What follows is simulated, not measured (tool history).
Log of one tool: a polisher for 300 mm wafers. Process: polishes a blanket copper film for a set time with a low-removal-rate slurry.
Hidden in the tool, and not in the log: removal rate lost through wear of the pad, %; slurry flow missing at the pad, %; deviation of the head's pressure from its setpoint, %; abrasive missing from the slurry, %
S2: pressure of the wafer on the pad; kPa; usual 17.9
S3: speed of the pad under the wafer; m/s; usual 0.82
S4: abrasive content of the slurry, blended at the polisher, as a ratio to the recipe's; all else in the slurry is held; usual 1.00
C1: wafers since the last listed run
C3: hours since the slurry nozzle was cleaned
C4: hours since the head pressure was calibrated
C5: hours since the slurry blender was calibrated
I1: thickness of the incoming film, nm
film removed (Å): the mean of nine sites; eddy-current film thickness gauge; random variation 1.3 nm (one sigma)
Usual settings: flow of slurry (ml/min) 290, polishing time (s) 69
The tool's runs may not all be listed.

Run 1, hour 0.0: usual settings; C1 0; wafers polished on this pad 817; C3 60.0; C4 670.0; C5 151.3; I1 1265.9. Result: film removed (Å) 1127.
Run 2, hour 17.5: usual settings; C1 207; wafers polished on this pad 1025; C3 77.5; C4 687.5; C5 168.8; I1 1274.0. Result: film removed (Å) 1089.
At hour 32.7: worn pad replaced by a new one.
At hour 35.2: slurry blender recalibrated.
Run 3, hour 69.4: usual settings; C1 545; wafers polished on this pad 411; C3 129.4; C4 739.4; C5 34.2; I1 1295.6. Result: film removed (Å) 1167.
Run 4, hour 76.1: usual settings but polishing time (s) 62; C1 79; wafers polished on this pad 491; C3 136.1; C4 746.1; C5 40.9; I1 1270.3. Result: film removed (Å) 1052.
Run 5, hour 83.7: usual settings but polishing time (s) 62; C1 90; wafers polished on this pad 581; C3 143.7; C4 753.7; C5 48.5; I1 1295.4. Result: film removed (Å) 1051.
Run 6, hour 96.4: usual settings; C1 150; wafers polished on this pad 732; C3 156.4; C4 766.4; C5 61.2; I1 1261.5. Result: film removed (Å) 1145.
Run 7, hour 104.1: usual settings but S4 1.20, polishing time (s) 64; C1 91; wafers polished on this pad 824; C3 164.1; C4 774.1; C5 68.9; I1 1274.9. Result: film removed (Å) 1076.
At hour 133.6: worn pad replaced by a new one.
Run 8, hour 152.4: usual settings but S4 1.20, polishing time (s) 64; C1 526; wafers polished on this pad 223; C3 212.4; C4 822.4; C5 117.2; I1 1287.1. Result: film removed (Å) 1143.
Run 9, hour 160.1: usual settings; C1 91; wafers polished on this pad 315; C3 220.1; C4 830.1; C5 124.9; I1 1308.6. Result: film removed (Å) 1186.
Run 10, hour 167.0: usual settings; C1 81; wafers polished on this pad 397; C3 227.0; C4 837.0; C5 131.8; I1 1281.6. Result: film removed (Å) 1181.
Run 11, hour 186.6: usual settings; C1 232; wafers polished on this pad 629; C3 246.6; C4 856.6; C5 151.4; I1 1257.2. Result: film removed (Å) 1148.
Run 12, hour 195.1: usual settings; C1 100; wafers polished on this pad 730; C3 255.1; C4 865.1; C5 159.9; I1 1259.3. Result: film removed (Å) 1145.
Run 13, hour 209.1: usual settings; C1 166; wafers polished on this pad 897; C3 269.1; C4 879.1; C5 173.9; I1 1262.3. Result: film removed (Å) 1114.
At hour 214.5: slurry blender recalibrated.
At hour 215.0: worn pad replaced by a new one.
Run 14, hour 244.5: usual settings but S2 19.3 kPa; C1 391; wafers polished on this pad 350; C3 304.5; C4 914.5; C5 30.0; I1 1259.9. Result: film removed (Å) 1235.
At hour 273.3: slurry nozzle cleaned.
Run 15, hour 277.3: usual settings but flow of slurry (ml/min) 220, polishing time (s) 63; C1 377; wafers polished on this pad 728; C3 4.0; C4 947.3; C5 62.8; I1 1273.2. Result: film removed (Å) 1004.
At hour 283.5: head pressure recalibrated.
At hour 307.9: worn pad replaced by a new one.
Run 16, hour 320.5: usual settings but flow of slurry (ml/min) 190, S2 20.7 kPa, S4 1.10; C1 441; wafers polished on this pad 149; C3 47.2; C4 37.0; C5 106.0; I1 1279.7. Result: film removed (Å) 1291.
Run 17, hour 338.0: usual settings but flow of slurry (ml/min) 330; C1 207; wafers polished on this pad 357; C3 64.7; C4 54.5; C5 123.5; I1 1264.6. Result: film removed (Å) 1190.
Run 18, hour 353.5: usual settings; C1 184; wafers polished on this pad 541; C3 80.2; C4 70.0; C5 139.0; I1 1286.3. Result: film removed (Å) 1150.
Run 19, hour 367.5: usual settings but S4 1.10; C1 166; wafers polished on this pad 707; C3 94.2; C4 84.0; C5 153.0; I1 1286.2. Result: film removed (Å) 1148.
Run 20, hour 373.7: usual settings but flow of slurry (ml/min) 205, polishing time (s) 50; C1 73; wafers polished on this pad 781; C3 100.4; C4 90.2; C5 159.2; I1 1291.2. Result: film removed (Å) 823.
Run 21, hour 379.9: usual settings but flow of slurry (ml/min) 375, S3 0.70 m/s, polishing time (s) 85; C1 73; wafers polished on this pad 854; C3 106.6; C4 96.4; C5 165.4; I1 1273.6. Result: film removed (Å) 1221.
Run 22, hour 394.4: usual settings; C1 172; wafers polished on this pad 1027; C3 121.1; C4 110.9; C5 179.9; I1 1276.9. Result: film removed (Å) 1111.
At hour 410.4: worn pad replaced by a new one.
Run 23, hour 410.9: usual settings but flow of slurry (ml/min) 220, S3 0.96 m/s, S4 0.90; C1 148; wafers polished on this pad 6; C3 137.6; C4 127.4; C5 196.4; I1 1281.4. Result: film removed (Å) 1352.
At hour 415.6: slurry blender recalibrated.
Run 24, hour 416.1: usual settings; C1 38; wafers polished on this pad 44; C3 142.8; C4 132.6; C5 0.5; I1 1281.5. Result: film removed (Å) 1173.
Run 25, hour 433.6: usual settings; C1 207; wafers polished on this pad 251; C3 160.3; C4 150.1; C5 18.0; I1 1277.4. Result: film removed (Å) 1174.
Run 26, hour 440.6: usual settings but S2 14.5 kPa, S4 1.15; C1 83; wafers polished on this pad 335; C3 167.3; C4 157.1; C5 25.0; I1 1284.9. Result: film removed (Å) 1058.
Run 27, hour 453.7: usual settings but flow of slurry (ml/min) 235, S4 0.85; C1 155; wafers polished on this pad 490; C3 180.4; C4 170.2; C5 38.1; I1 1280.4. Result: film removed (Å) 1119.
Run 28, hour 468.2: usual settings; C1 172; wafers polished on this pad 662; C3 194.9; C4 184.7; C5 52.6; I1 1284.5. Result: film removed (Å) 1120.

Some steps in film removed (Å) between neighbouring runs. How much of each would the tool show without its hidden state too (settings, what came in, random variation), and how much is left for the hidden state, with any gauge scatter that isn't in both results?
Run 2 -> 3: worn pad replaced by a new one, slurry blender recalibrated. film removed (Å) +78: hidden state +82, all else -4.
Run 19 -> 20: flow of slurry (ml/min) 290 -> 205, S4 1.10 -> 1.00, polishing time (s) 69 -> 50. film removed (Å) -325: hidden state +7, all else -332.
Run 20 -> 21: flow of slurry (ml/min) 205 -> 375, S3 0.82 -> 0.70, polishing time (s) 50 -> 85. film removed (Å) +398: hidden state -33, all else +431.
Run 22 -> 23: flow of slurry (ml/min) 290 -> 220, S3 0.82 -> 0.96, S4 1.00 -> 0.90, worn pad replaced by a new one. film removed (Å) +241: hidden state +88, all else +153.

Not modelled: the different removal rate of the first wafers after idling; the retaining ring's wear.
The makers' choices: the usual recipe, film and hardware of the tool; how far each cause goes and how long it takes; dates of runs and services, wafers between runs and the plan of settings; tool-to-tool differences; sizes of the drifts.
